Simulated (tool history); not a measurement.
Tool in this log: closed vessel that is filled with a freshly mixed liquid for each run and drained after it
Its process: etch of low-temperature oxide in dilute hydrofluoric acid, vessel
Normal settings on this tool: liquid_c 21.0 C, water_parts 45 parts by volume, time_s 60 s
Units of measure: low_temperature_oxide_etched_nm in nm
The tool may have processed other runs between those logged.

| run | day | liquid_c | water_parts | time_s | read-back film thickness of the low-temperature oxide reference wafer, read on the same gauge (nm) | low_temperature_oxide_etched_nm |
|---|---|---|---|---|---|---|
| 1 | 0.000 | 21.0 | 45 | 60 | 110.00 | 48.90 |
| 2 | 2.929 | 21.0 | 45 | 60 | 109.97 | 48.88 |
| 3 | 4.296 | 21.0 | 60 | 40 | 110.01 | 24.04 |
| 4 | 6.733 | 21.0 | 60 | 40 | 110.03 | 24.13 |
| 5 | 8.942 | 21.0 | 45 | 60 | 110.02 | 48.63 |
| 6 | 14.700 | 21.0 | 45 | 60 | 110.01 | 49.94 |
| 7 | 17.592 | 21.0 | 45 | 60 | 109.99 | 49.62 |
| 8 | 19.417 | 21.0 | 45 | 60 | 110.00 | 50.35 |
| 9 | 21.896 | 21.0 | 45 | 60 | 110.02 | 49.89 |
| 10 | 24.262 | 21.0 | 45 | 60 | 109.98 | 44.65 |
| 11 | 26.083 | 21.0 | 45 | 60 | 110.03 | 44.88 |
| 12 | 28.438 | 23.0 | 35 | 35 | 110.00 | 36.87 |
| 13 | 29.554 | 23.0 | 35 | 35 | 109.99 | 37.12 |
| 14 | 30.817 | 21.0 | 45 | 60 | 110.00 | 45.00 |
| 15 | 31.892 | 25.5 | 45 | 60 | 109.99 | 54.53 |
| 16 | 33.092 | 17.0 | 35 | 60 | 110.00 | 49.52 |
| 17 | 34.579 | 23.5 | 45 | 30 | 109.99 | 25.50 |
| 18 | 36.992 | 21.0 | 30 | 90 | 110.01 | 104.10 |
| 19 | 39.679 | 19.0 | 60 | 60 | 109.99 | 31.20 |
| 20 | 42.242 | 22.5 | 35 | 30 | 109.99 | 31.70 |
| 21 | 44.221 | 19.5 | 30 | 90 | 109.99 | 99.37 |

Put back what was entered between runs (4 entries, withheld): which listed runs does each sit between, and how does the hidden state differ from the listed run before to the listed run after?
In the gap between runs 3 and 4: thermometer replaced (day 5.217)
  hydrofluoric acid flow above the setpoint (%): 10.3 -> 10.6
  the result without the hidden state subtracted from the measured one, low_temperature_oxide_etched_nm: +2.39 -> +2.47 nm
In the gap between runs 9 and 10: hydrofluoric acid flow meter replaced (day 22.642)
  hydrofluoric acid flow above the setpoint (%): 12.8 -> 1.37
  the result without the hidden state subtracted from the measured one, low_temperature_oxide_etched_nm: +5.94 -> +0.64 nm
In the gap between runs 12 and 13: gauge calibrated (day 29.438)
  hydrofluoric acid flow above the setpoint (%): 1.96 -> 2.12
  the result without the hidden state subtracted from the measured one, low_temperature_oxide_etched_nm: +0.74 -> +0.81 nm
In the gap between runs 16 and 17: thermometer replaced (day 33.438)
  hydrofluoric acid flow above the setpoint (%): 2.63 -> 2.84
  the result without the hidden state subtracted from the measured one, low_temperature_oxide_etched_nm: +1.33 -> +0.74 nm
